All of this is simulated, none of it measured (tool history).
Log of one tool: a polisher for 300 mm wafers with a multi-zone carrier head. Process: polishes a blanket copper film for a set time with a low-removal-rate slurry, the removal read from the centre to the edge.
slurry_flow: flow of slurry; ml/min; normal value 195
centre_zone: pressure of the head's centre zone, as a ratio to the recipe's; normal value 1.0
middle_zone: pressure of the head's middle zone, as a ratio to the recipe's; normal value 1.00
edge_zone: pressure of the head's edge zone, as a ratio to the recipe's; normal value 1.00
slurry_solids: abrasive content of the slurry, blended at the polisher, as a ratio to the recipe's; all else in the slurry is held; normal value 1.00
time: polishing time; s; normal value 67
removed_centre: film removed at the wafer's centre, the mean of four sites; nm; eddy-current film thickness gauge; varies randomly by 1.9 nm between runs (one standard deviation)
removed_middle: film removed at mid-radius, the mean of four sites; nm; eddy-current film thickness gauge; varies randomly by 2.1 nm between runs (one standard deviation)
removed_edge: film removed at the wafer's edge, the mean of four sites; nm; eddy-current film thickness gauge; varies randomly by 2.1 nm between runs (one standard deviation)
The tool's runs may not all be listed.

run	hour	slurry_flow	centre_zone	middle_zone	edge_zone	slurry_solids	time	wafers since the last listed run	wafers polished on this pad	hours since the slurry nozzle was cleaned	hours since the centre zone pressure was calibrated	hours since the edge zone pressure was calibrated	hours since the carrier head's membrane was replaced	incoming thickness of the incoming film, nm	removed_centre	removed_middle	removed_edge
1	0.0	195	1.0	1.00	0.92	1.00	67	0	1722	181.9	375.7	563.4	1340.2	1503.0	195.1	193.8	187.8
2	66.8	195	1.0	1.00	1.00	1.00	67	984	2706	248.7	442.5	630.2	1407.0	1501.1	187.6	189.6	193.5
3	127.2	195	1.0	1.00	1.00	1.00	67	889	3596	309.1	502.9	690.6	1467.4	1497.3	184.9	188.8	188.7
# hour 149.8: worn pad replaced by a new one
4	183.9	195	1.0	1.00	1.00	1.00	67	776	501	365.8	559.6	747.3	1524.1	1511.3	197.2	199.4	201.6
5	250.7	195	1.0	1.00	0.93	1.00	67	984	1485	432.6	626.4	814.1	1590.9	1498.7	196.9	197.3	195.0
# hour 280.1: carrier head's membrane replaced by a new one
6	321.9	195	1.0	1.00	0.93	1.00	67	975	2461	503.8	697.6	885.3	41.8	1494.3	192.0	193.5	186.4
7	346.5	195	1.0	1.00	0.93	1.00	67	362	2823	528.4	722.2	909.9	66.4	1505.8	191.9	188.5	183.6
8	375.3	195	1.0	1.00	1.00	1.00	67	424	3247	557.2	751.0	938.7	95.2	1526.8	187.2	189.3	193.1
# hour 391.8: slurry nozzle cleaned
# hour 420.5: worn pad replaced by a new one
9	421.0	195	1.0	1.00	1.00	1.00	67	599	7	29.2	796.7	984.4	140.9	1517.8	202.5	201.4	203.5
10	486.3	230	1.0	1.00	1.11	1.00	67	961	969	94.5	862.0	1049.7	206.2	1530.3	204.3	204.7	215.4
11	526.9	160	1.0	1.00	0.88	0.75	81	598	1567	135.1	902.6	1090.3	246.8	1507.7	203.4	209.1	197.5
12	574.0	175	0.9	0.96	1.00	1.00	67	693	2261	182.2	949.7	1137.4	293.9	1521.9	170.3	190.1	195.8
# hour 598.9: centre zone pressure recalibrated
13	635.8	195	1.0	0.95	1.00	1.00	88	880	3142	244.0	36.9	1199.2	355.7	1488.8	248.6	243.3	252.0
14	674.4	195	1.0	0.95	1.00	1.00	88	568	3711	282.6	75.5	1237.8	394.3	1510.8	244.8	238.4	248.9
# hour 700.2: worn pad replaced by a new one
# hour 835.2: edge zone pressure recalibrated
15	843.8	195	1.0	1.10	1.00	1.10	75	2407	2085	452.0	244.9	8.6	563.7	1512.7	225.8	249.8	223.4
16	909.4	220	1.0	1.07	1.00	1.00	67	966	3051	517.6	310.5	74.2	629.3	1522.1	191.6	205.6	191.0
# hour 931.5: worn pad replaced by a new one
17	952.8	195	1.0	1.00	0.93	1.00	67	580	314	561.0	353.9	117.6	672.7	1487.0	197.8	200.7	190.0
18	991.4	195	1.0	1.00	1.00	1.00	67	568	882	599.6	392.5	156.2	711.3	1521.2	198.7	205.0	201.6
# hour 1003.8: slurry nozzle cleaned
19	1024.2	195	1.0	1.00	1.00	1.00	67	468	1351	20.4	425.3	189.0	744.1	1509.2	201.5	200.8	198.9

The next listed run, before its measurement:
20	1067.2	195	1.0	1.00	1.04	1.00	67	633	1984	63.4	468.3	232.0	787.1	1523.3	?	?	?

removed_centre: 193.4 nm
removed_middle: 199.7 nm
removed_edge: 202.8 nm
With the hidden condition absent and the run-to-run variation left alone, this run would have shown removed_centre 197.2 nm, removed_middle 203.6 nm, removed_edge 206.7 nm.
